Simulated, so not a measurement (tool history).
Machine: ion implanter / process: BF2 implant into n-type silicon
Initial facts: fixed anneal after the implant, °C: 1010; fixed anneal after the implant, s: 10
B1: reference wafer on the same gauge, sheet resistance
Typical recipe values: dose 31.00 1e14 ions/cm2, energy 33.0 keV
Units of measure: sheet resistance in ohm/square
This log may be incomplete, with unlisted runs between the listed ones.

run 1 hour=0.0 | dose=31.00 energy=28.5 | B1=113.97 | sheet_resistance=129.72
run 2 hour=12.1 | dose=31.00 energy=28.5 | B1=114.05 | sheet_resistance=129.63
run 3 hour=24.1 | dose=37.05 energy=33.0 | B1=114.04 | sheet_resistance=117.97
run 4 hour=36.5 | dose=37.05 energy=33.0 | B1=114.03 | sheet_resistance=117.84
run 5 hour=49.0 | dose=37.05 energy=33.0 | B1=114.02 | sheet_resistance=117.91
run 6 hour=91.9 | dose=31.00 energy=33.0 | B1=114.00 | sheet_resistance=119.80
run 7 hour=112.3 | dose=31.00 energy=33.0 | B1=113.98 | sheet_resistance=119.68
run 8 hour=127.7 | dose=31.00 energy=33.0 | B1=113.98 | sheet_resistance=119.99
run 9 hour=142.1 | dose=31.00 energy=39.0 | B1=113.98 | sheet_resistance=109.08
run 10 hour=151.5 | dose=31.00 energy=39.0 | B1=114.02 | sheet_resistance=109.14
run 11 hour=163.7 | dose=31.00 energy=33.0 | B1=113.96 | sheet_resistance=119.66
run 12 hour=176.2 | dose=31.00 energy=33.0 | B1=114.04 | sheet_resistance=119.83
run 13 hour=187.4 | dose=31.00 energy=33.0 | B1=113.97 | sheet_resistance=119.96
run 14 hour=195.6 | dose=38.07 energy=33.0 | B1=114.03 | sheet_resistance=117.57
run 15 hour=207.4 | dose=36.07 energy=29.0 | B1=113.98 | sheet_resistance=126.49
run 16 hour=220.1 | dose=27.20 energy=22.0 | B1=114.03 | sheet_resistance=149.20
run 17 hour=260.5 | dose=31.00 energy=33.0 | B1=114.10 | sheet_resistance=119.86
run 18 hour=269.1 | dose=37.05 energy=33.0 | B1=114.02 | sheet_resistance=118.07
run 19 hour=285.6 | dose=36.73 energy=33.0 | B1=114.01 | sheet_resistance=118.34
run 20 hour=292.3 | dose=26.94 energy=24.5 | B1=114.03 | sheet_resistance=141.66
run 21 hour=305.5 | dose=24.85 energy=41.5 | B1=114.00 | sheet_resistance=106.44
run 22 hour=321.0 | dose=31.00 energy=33.0 | B1=114.00 | sheet_resistance=119.86
run 23 hour=330.2 | dose=31.00 energy=33.0 | B1=114.01 | sheet_resistance=119.84
run 24 hour=346.0 | dose=38.62 energy=37.0 | B1=113.96 | sheet_resistance=110.18
run 25 hour=392.9 | dose=39.48 energy=24.0 | B1=113.94 | sheet_resistance=138.00
run 26 hour=409.1 | dose=31.00 energy=21.5 | B1=113.98 | sheet_resistance=149.83
run 27 hour=421.3 | dose=31.00 energy=33.0 | B1=114.03 | sheet_resistance=119.76
run 28 hour=437.8 | dose=31.00 energy=37.0 | B1=113.99 | sheet_resistance=112.58

Removed from this log: 3 entries logged between the listed runs. Between which two listed runs does each belong, and how does the tool's hidden state at the listed run before it compare with that at the listed run after it?
Between runs 16 and 17: Faraday cup replaced and dose calibrated (hour 245.7); extraction supply calibrated (hour 260.0)
  both runs share identical hidden conditions
Between runs 23 and 24: gauge calibrated (hour 333.4)
  both runs share identical hidden conditions
